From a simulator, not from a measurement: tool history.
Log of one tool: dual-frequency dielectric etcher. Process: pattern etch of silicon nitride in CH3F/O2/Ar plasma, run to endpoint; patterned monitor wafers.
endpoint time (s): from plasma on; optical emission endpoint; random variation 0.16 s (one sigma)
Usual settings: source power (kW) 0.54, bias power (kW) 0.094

run,day,source power (kW),bias power (kW),"incoming incoming film thickness, nm",endpoint time (s)
1,0,0.54,0.094,47.77,54.9
# day 0.312: wet clean of the chamber
2,2.408,0.54,0.094,47.73,54.4
3,8.704,0.54,0.094,47.34,54.3
4,11.283,0.54,0.089,48.4,56.5
# day 13.404: source power generator calibrated
5,14.004,0.54,0.089,47.6,55.6
# day 15.888: bias power generator calibrated
6,15.908,0.54,0.105,47.86,53
7,17.208,0.54,0.113,47.01,50.3
8,18.508,0.54,0.106,47.68,52.6
9,20.421,0.54,0.106,47.74,52.2
# day 22.525: wet clean of the chamber
10,22.546,0.46,0.088,47.71,60.2
# day 23.971: upper electrode replaced
11,23.992,0.49,0.075,47.85,62.5
12,25.508,0.54,0.094,47.6,54.6
13,28.096,0.49,0.101,47.82,55.8
14,30.075,0.42,0.103,47.76,59.9
15,32.129,0.67,0.104,47.52,47.4
16,33.3,0.45,0.102,48.06,58.4
17,35.171,0.54,0.094,47.88,55.1
18,36.975,0.54,0.116,47.9,51.2

Some steps in endpoint time (s) between neighbouring runs. How much of each would the tool show without its hidden state too (settings, what came in, random variation), and how much is left for the hidden state, with any gauge scatter that isn't in both results?
The hidden state here: etch rate over this chamber's usual, %; source power that arrives over what is set, %; bias power that arrives over what is set, %.
Run 1 -> 2: wet clean of the chamber. endpoint time (s) -0.5: hidden state -0.7, all else +0.2.
Run 14 -> 15: source power (kW) 0.42 -> 0.67, bias power (kW) 0.103 -> 0.104. endpoint time (s) -12.5: hidden state +0, all else -12.5.

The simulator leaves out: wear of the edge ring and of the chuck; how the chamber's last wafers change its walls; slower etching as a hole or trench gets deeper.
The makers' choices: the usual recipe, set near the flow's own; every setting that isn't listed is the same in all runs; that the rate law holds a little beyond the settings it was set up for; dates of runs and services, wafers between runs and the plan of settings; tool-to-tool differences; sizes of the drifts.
